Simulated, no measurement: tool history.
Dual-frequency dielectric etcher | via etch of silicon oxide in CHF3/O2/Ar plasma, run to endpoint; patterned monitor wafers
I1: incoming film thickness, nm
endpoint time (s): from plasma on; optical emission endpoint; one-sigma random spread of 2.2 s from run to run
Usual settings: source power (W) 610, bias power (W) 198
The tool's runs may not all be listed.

run 1 hour=0.0 | source_power_(W)=710 bias_power_(W)=175 | I1=797.7 | endpoint_time_(s)=350.4
run 2 hour=36.2 | source_power_(W)=540 bias_power_(W)=186 | I1=786.3 | endpoint_time_(s)=379.2
run 3 hour=87.9 | source_power_(W)=610 bias_power_(W)=198 | I1=780.6 | endpoint_time_(s)=342.1
run 4 hour=187.3 | source_power_(W)=610 bias_power_(W)=198 | I1=792.5 | endpoint_time_(s)=347.2
run 5 hour=224.2 | source_power_(W)=700 bias_power_(W)=198 | I1=795.3 | endpoint_time_(s)=326.8
run 6 hour=289.4 | source_power_(W)=700 bias_power_(W)=198 | I1=793.9 | endpoint_time_(s)=323.4
run 7 hour=391.2 | source_power_(W)=700 bias_power_(W)=198 | I1=794.3 | endpoint_time_(s)=319.3
run 8 hour=433.3 | source_power_(W)=610 bias_power_(W)=198 | I1=796.1 | endpoint_time_(s)=337.6
run 9 hour=523.9 | source_power_(W)=610 bias_power_(W)=198 | I1=798.7 | endpoint_time_(s)=335.4
-- hour=567.7 wet clean of the chamber
run 10 hour=596.2 | source_power_(W)=610 bias_power_(W)=198 | I1=790.3 | endpoint_time_(s)=355.0
run 11 hour=687.7 | source_power_(W)=610 bias_power_(W)=198 | I1=793.1 | endpoint_time_(s)=354.4
run 12 hour=758.8 | source_power_(W)=610 bias_power_(W)=198 | I1=794.2 | endpoint_time_(s)=354.3
run 13 hour=855.4 | source_power_(W)=720 bias_power_(W)=198 | I1=794.3 | endpoint_time_(s)=324.2
run 14 hour=906.9 | source_power_(W)=610 bias_power_(W)=198 | I1=784.1 | endpoint_time_(s)=345.2
run 15 hour=943.9 | source_power_(W)=550 bias_power_(W)=149 | I1=792.9 | endpoint_time_(s)=405.7
run 16 hour=1045.5 | source_power_(W)=610 bias_power_(W)=198 | I1=789.6 | endpoint_time_(s)=346.2
-- hour=1160.8 upper electrode replaced
run 17 hour=1161.3 | source_power_(W)=530 bias_power_(W)=211 | I1=789.4 | endpoint_time_(s)=353.5
run 18 hour=1188.3 | source_power_(W)=520 bias_power_(W)=198 | I1=798.7 | endpoint_time_(s)=371.0
-- hour=1232.3 wet clean of the chamber
run 19 hour=1261.1 | source_power_(W)=750 bias_power_(W)=156 | I1=796.3 | endpoint_time_(s)=355.7
run 20 hour=1309.7 | source_power_(W)=610 bias_power_(W)=198 | I1=793.5 | endpoint_time_(s)=351.3
run 21 hour=1410.4 | source_power_(W)=550 bias_power_(W)=154 | I1=798.4 | endpoint_time_(s)=412.7
run 22 hour=1447.3 | source_power_(W)=680 bias_power_(W)=176 | I1=797.5 | endpoint_time_(s)=349.8
run 23 hour=1487.4 | source_power_(W)=610 bias_power_(W)=198 | I1=794.8 | endpoint_time_(s)=349.7
run 24 hour=1529.5 | source_power_(W)=570 bias_power_(W)=198 | I1=795.0 | endpoint_time_(s)=355.3
-- hour=1538.4 source power generator calibrated
-- hour=1579.1 bias power generator calibrated
run 25 hour=1622.6 | source_power_(W)=610 bias_power_(W)=198 | I1=793.1 | endpoint_time_(s)=343.7
run 26 hour=1725.4 | source_power_(W)=680 bias_power_(W)=153 | I1=796.4 | endpoint_time_(s)=359.5
-- hour=1815.7 wet clean of the chamber
run 27 hour=1825.1 | source_power_(W)=540 bias_power_(W)=237 | I1=790.5 | endpoint_time_(s)=348.6
run 28 hour=1930.6 | source_power_(W)=670 bias_power_(W)=165 | I1=791.3 | endpoint_time_(s)=358.6
run 29 hour=2012.5 | source_power_(W)=610 bias_power_(W)=152 | I1=789.4 | endpoint_time_(s)=384.4
run 30 hour=2099.4 | source_power_(W)=610 bias_power_(W)=198 | I1=788.5 | endpoint_time_(s)=343.7
run 31 hour=2179.6 | source_power_(W)=730 bias_power_(W)=229 | I1=800.4 | endpoint_time_(s)=304.3
run 32 hour=2244.1 | source_power_(W)=610 bias_power_(W)=198 | I1=793.7 | endpoint_time_(s)=341.0
run 33 hour=2291.8 | source_power_(W)=500 bias_power_(W)=227 | I1=792.8 | endpoint_time_(s)=350.4
run 34 hour=2370.0 | source_power_(W)=740 bias_power_(W)=176 | I1=785.3 | endpoint_time_(s)=323.7
-- hour=2422.1 wet clean of the chamber
run 35 hour=2457.4 | source_power_(W)=540 bias_power_(W)=198 | I1=789.1 | endpoint_time_(s)=369.8

Branching from run 35: 4 alternative next runs. What would each branch give?
run A hour=2457.9 | source_power_(W)=710 bias_power_(W)=198 | I1=792.3 | endpoint_time_(s)=?
run B hour=2457.9 | source_power_(W)=520 bias_power_(W)=217 | I1=792.3 | endpoint_time_(s)=?
run C hour=2457.9 | source_power_(W)=560 bias_power_(W)=198 | I1=792.3 | endpoint_time_(s)=?
run D hour=2457.9 | source_power_(W)=690 bias_power_(W)=213 | I1=792.3 | endpoint_time_(s)=?

run=A endpoint_time_(s)=330.3
run=B endpoint_time_(s)=364.8
run=C endpoint_time_(s)=366.5
run=D endpoint_time_(s)=324.6
With the hidden condition removed and each run's random variation left untouched, the same runs would have given:
run=A endpoint_time_(s)=330.9
run=B endpoint_time_(s)=365.5
run=C endpoint_time_(s)=367.3
run=D endpoint_time_(s)=325.3
